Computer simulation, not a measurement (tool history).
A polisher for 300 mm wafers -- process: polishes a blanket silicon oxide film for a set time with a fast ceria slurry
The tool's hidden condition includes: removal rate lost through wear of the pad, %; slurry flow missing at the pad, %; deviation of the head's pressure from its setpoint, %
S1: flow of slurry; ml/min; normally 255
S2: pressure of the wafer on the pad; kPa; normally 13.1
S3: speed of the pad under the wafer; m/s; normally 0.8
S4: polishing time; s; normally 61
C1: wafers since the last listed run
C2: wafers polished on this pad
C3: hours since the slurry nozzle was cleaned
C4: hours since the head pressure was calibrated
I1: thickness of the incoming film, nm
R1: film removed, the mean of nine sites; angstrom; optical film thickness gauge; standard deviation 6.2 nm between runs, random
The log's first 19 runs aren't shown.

Run 20, day 44.462: usual settings; C1 454; C2 4479; C3 299; C4 669.2; I1 2908.5. Result: R1 5334 angstrom.
Run 21, day 46.8: usual settings but S1 315 ml/min, S3 0.68 m/s; C1 719; C2 5199; C3 355.1; C4 725.3; I1 2852.4. Result: R1 4619 angstrom.
At day 49.242: head pressure recalibrated.
Run 22, day 49.404: usual settings but S2 15.2 kPa, S3 1 m/s, S4 48 s; C1 776; C2 5975; C3 417.6; C4 3.9; I1 2862.1. Result: R1 5199 angstrom.
Run 23, day 50.842: usual settings but S2 15.9 kPa, S4 46 s; C1 442; C2 6418; C3 452.1; C4 38.4; I1 2868.9. Result: R1 4197 angstrom.
Run 24, day 53.154: usual settings but S1 225 ml/min, S2 11.7 kPa; C1 712; C2 7130; C3 507.6; C4 93.9; I1 2879.5. Result: R1 4619 angstrom.
Run 25, day 55.362: usual settings but S3 0.62 m/s; C1 680; C2 7810; C3 560.6; C4 146.9; I1 2835.6. Result: R1 3892 angstrom.
At day 55.842: worn pad replaced by a new one.
At day 57.092: slurry nozzle cleaned.
Run 26, day 57.562: usual settings but S3 0.9 m/s; C1 613; C2 517; C3 11.3; C4 199.7; I1 2823.5. Result: R1 6218 angstrom.
Run 27, day 60.062: usual settings but S1 225 ml/min, S3 0.58 m/s, S4 81 s; C1 770; C2 1287; C3 71.3; C4 259.7; I1 2860.6. Result: R1 5124 angstrom.
Run 28, day 68.346: usual settings but S2 11 kPa; C1 2551; C2 3838; C3 270.1; C4 458.5; I1 2833.8. Result: R1 4780 angstrom.
Run 29, day 73.862: usual settings; C1 1699; C2 5537; C3 402.5; C4 590.9; I1 2910.9. Result: R1 5202 angstrom.
Run 30, day 76.792: usual settings; C1 902; C2 6440; C3 472.8; C4 661.2; I1 2829. Result: R1 5255 angstrom.
At day 77.017: worn pad replaced by a new one.
Run 31, day 82.033: usual settings; C1 1563; C2 1545; C3 598.6; C4 787; I1 2845.2. Result: R1 5548 angstrom.
At day 82.35: slurry nozzle cleaned.
At day 82.742: head pressure recalibrated.
Run 32, day 84.046: usual settings but S2 15.9 kPa; C1 581; C2 2127; C3 40.7; C4 31.3; I1 2874.7. Result: R1 5943 angstrom.
Run 33, day 86.717: usual settings but S4 51 s; C1 822; C2 2949; C3 104.8; C4 95.4; I1 2863.3. Result: R1 4394 angstrom.
Run 34, day 88.446: usual settings but S1 285 ml/min, S3 1.06 m/s, S4 81 s; C1 532; C2 3482; C3 146.3; C4 136.9; I1 2821.3. Result: R1 9307 angstrom.
Run 35, day 89.633: usual settings but S4 70 s; C1 365; C2 3848; C3 174.8; C4 165.4; I1 2813.2. Result: R1 5935 angstrom.
Run 36, day 90.712: usual settings; C1 332; C2 4180; C3 200.7; C4 191.3; I1 2870.3. Result: R1 5217 angstrom.
Run 37, day 93.358: usual settings but S2 9.7 kPa, S4 47 s; C1 814; C2 4995; C3 264.2; C4 254.8; I1 2832.1. Result: R1 3310 angstrom.

Alternative continuations, all from the tool just after run 37; predict every row:
Run A, day 93.375: usual settings but S4 77 s; C1 5; C2 5000; C3 264.6; C4 255.2; I1 2874.6. Result: R1 ?.
Run B, day 93.375: usual settings but S3 0.64 m/s; C1 5; C2 5000; C3 264.6; C4 255.2; I1 2874.6. Result: R1 ?.
Run C, day 93.375: usual settings but S1 210 ml/min, S2 9 kPa, S3 0.58 m/s, S4 52 s; C1 5; C2 5000; C3 264.6; C4 255.2; I1 2874.6. Result: R1 ?.
Run D, day 93.375: usual settings but S1 190 ml/min, S2 11.7 kPa, S4 47 s; C1 5; C2 5000; C3 264.6; C4 255.2; I1 2874.6. Result: R1 ?.

run    R1
  A  6544
  B  4147
  C  2505
  D  3583
Without the tool's unlogged condition, the same runs would have read:
run    R1
  A  6888
  B  4365
  C  2636
  D  3771

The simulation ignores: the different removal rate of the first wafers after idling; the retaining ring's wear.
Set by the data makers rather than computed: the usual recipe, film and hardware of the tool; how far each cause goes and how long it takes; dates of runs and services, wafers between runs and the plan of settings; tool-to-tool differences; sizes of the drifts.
